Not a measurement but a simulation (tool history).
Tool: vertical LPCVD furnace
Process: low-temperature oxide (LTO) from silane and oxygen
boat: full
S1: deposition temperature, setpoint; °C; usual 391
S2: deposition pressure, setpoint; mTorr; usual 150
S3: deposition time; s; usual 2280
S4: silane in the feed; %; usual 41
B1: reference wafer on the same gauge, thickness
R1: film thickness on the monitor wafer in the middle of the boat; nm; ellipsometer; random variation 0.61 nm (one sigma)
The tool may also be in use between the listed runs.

Run 1, hour 0.0: usual settings; B1 233.91. Result: R1 223.20 nm.
Run 2, hour 89.0: usual settings; B1 233.97. Result: R1 222.74 nm.
Run 3, hour 138.5: usual settings but S2 140 mTorr; B1 234.04. Result: R1 208.23 nm.
Run 4, hour 231.6: usual settings but S2 140 mTorr; B1 233.86. Result: R1 207.34 nm.
Run 5, hour 295.4: usual settings; B1 234.05. Result: R1 222.65 nm.
Run 6, hour 398.7: usual settings; B1 233.80. Result: R1 223.13 nm.
Run 7, hour 437.9: usual settings; B1 233.98. Result: R1 222.95 nm.
Run 8, hour 545.3: usual settings but S1 387 °C, S3 1830 s; B1 234.04. Result: R1 171.77 nm.
Run 9, hour 608.7: usual settings but S1 383 °C; B1 233.96. Result: R1 203.81 nm.
At hour 724.8: pressure gauge zeroed.
Run 10, hour 783.5: usual settings but S1 383 °C; B1 233.98. Result: R1 203.22 nm.
Run 11, hour 856.8: usual settings but S1 383 °C; B1 234.08. Result: R1 204.37 nm.
At hour 933.4: thermocouples replaced and temperature profile calibrated.
Run 12, hour 933.9: usual settings; B1 233.95. Result: R1 223.30 nm.
Run 13, hour 996.3: usual settings; B1 233.83. Result: R1 223.17 nm.
Run 14, hour 1205.6: usual settings but S1 394 °C; B1 233.82. Result: R1 230.98 nm.
Run 15, hour 1294.9: usual settings but S1 394 °C; B1 233.98. Result: R1 230.72 nm.
Run 16, hour 1375.0: usual settings but S1 387 °C, S2 125 mTorr, S3 2880 s, S4 36 %; B1 233.84. Result: R1 191.21 nm.
Run 17, hour 1422.8: usual settings but S1 382 °C, S2 160 mTorr; B1 233.77. Result: R1 216.27 nm.
Run 18, hour 1476.0: usual settings but S1 388 °C; B1 233.90. Result: R1 215.97 nm.
Run 19, hour 1545.6: usual settings but S1 397 °C, S3 1950 s; B1 234.07. Result: R1 203.73 nm.
Run 20, hour 1594.8: usual settings but S3 2730 s; B1 234.12. Result: R1 268.91 nm.

Forecast run 21:
At hour 1647.0: gauge calibrated.
At hour 1669.6: silane flow controller replaced.
Run 21, hour 1670.1: usual settings; B1 ?. Result: R1 ?.

B1: 233.90
R1: 219.65 nm
Without the tool's hidden state the same run would have given R1 218.97 nm.

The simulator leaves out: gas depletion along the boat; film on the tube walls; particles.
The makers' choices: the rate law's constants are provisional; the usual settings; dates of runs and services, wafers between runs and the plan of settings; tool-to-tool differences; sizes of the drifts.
